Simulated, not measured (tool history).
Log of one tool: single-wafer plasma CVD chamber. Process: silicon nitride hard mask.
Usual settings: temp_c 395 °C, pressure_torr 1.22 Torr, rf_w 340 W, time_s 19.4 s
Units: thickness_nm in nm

run	day	temp_c	pressure_torr	rf_w	time_s	wafers since the last listed run	hours since the last thermocouple change	hours since the last RF generator calibration	hours since the last manometer calibration	hours since the showerhead was replaced	hours since the gauge calibration	read-back reference wafer on the same gauge, thickness_nm	thickness_nm
1	0	395	1.07	305	19.4	0	2019.2	628.8	1333.1	5996.4	1224.9	26.731	21.823
# day 0.579: gauge calibrated
2	3.825	395	1.07	305	19.4	3235	2111	720.6	1424.9	6088.2	77.9	26.693	21.855
3	5.629	395	1.07	305	19.4	1525	2154.3	763.9	1468.2	6131.5	121.2	26.668	21.811
4	6.896	395	1.22	340	18.2	1071	2184.7	794.3	1498.6	6161.9	151.6	26.691	22.285
5	14.842	395	1.22	340	18.2	6720	2375.4	985	1689.3	6352.6	342.3	26.671	22.307
# day 15.371: thermocouple changed; heater temperature recalibrated
6	16.779	395	1.22	340	19.4	1356	33.8	1031.5	1735.8	6399.1	388.8	26.675	23.747
# day 17.117: RF generator calibrated
7	19.346	403	1.22	340	19.4	1888	95.4	53.5	1797.4	6460.7	450.4	26.711	24.44
8	23.129	395	1.22	340	19.4	3199	186.2	144.3	1888.2	6551.5	541.2	26.705	24.487
9	24.675	395	1.22	340	19.4	1307	223.3	181.4	1925.3	6588.6	578.3	26.702	24.176
10	26.067	395	1.22	340	19.4	1177	256.7	214.8	1958.7	6622	611.7	26.693	24.192
# day 26.975: showerhead replaced
11	28.746	395	1.22	360	17.1	1983	321	279.1	2023	42.5	676	26.68	21.831
12	29.9	390	1.08	380	22.8	976	348.7	306.8	2050.7	70.2	703.7	26.724	29.239
13	31.162	404	1.22	340	22.1	1067	379	337.1	2081	100.5	734	26.724	27.465
14	32.779	395	1.22	340	19.4	1367	417.8	375.9	2119.8	139.3	772.8	26.73	24.034
15	34.967	405	1.3	280	23	1850	470.3	428.4	2172.3	191.8	825.3	26.682	26.275
# day 38.3: capacitance manometer re-zeroed and calibrated
16	43.304	408	1.38	340	22	6769	670.4	628.5	120.1	391.9	1025.4	26.674	27.769
17	44.612	395	1.22	340	19.4	1106	701.8	659.9	151.5	423.3	1056.8	26.702	24.204
18	45.717	395	1.05	280	19.4	933	728.3	686.4	178	449.8	1083.3	26.686	21.103
# day 48.329: gauge calibrated
19	48.408	391	1.22	340	19.4	2276	792.9	751	242.6	514.4	1.9	26.661	23.964
20	49.638	395	1.51	340	19.4	1039	822.4	780.5	272.1	543.9	31.4	26.696	24.908
21	51.717	400	1.12	295	22.1	1758	872.3	830.4	322	593.8	81.3	26.71	25.052
22	54.712	406	1.08	325	19.4	2533	944.2	902.3	393.9	665.7	153.2	26.708	22.827
23	55.942	395	0.95	385	15.9	1039	973.7	931.8	423.4	695.2	182.7	26.665	19.547

The next listed run, before its measurement:
24	57.375	395	1.01	355	19.4	1212	1008.1	966.2	457.8	729.6	217.1	?	?

read-back reference wafer on the same gauge, thickness_nm: 26.686
thickness_nm: 23.364 nm
Without the tool's hidden state the same run would have given thickness_nm 24.11 nm.
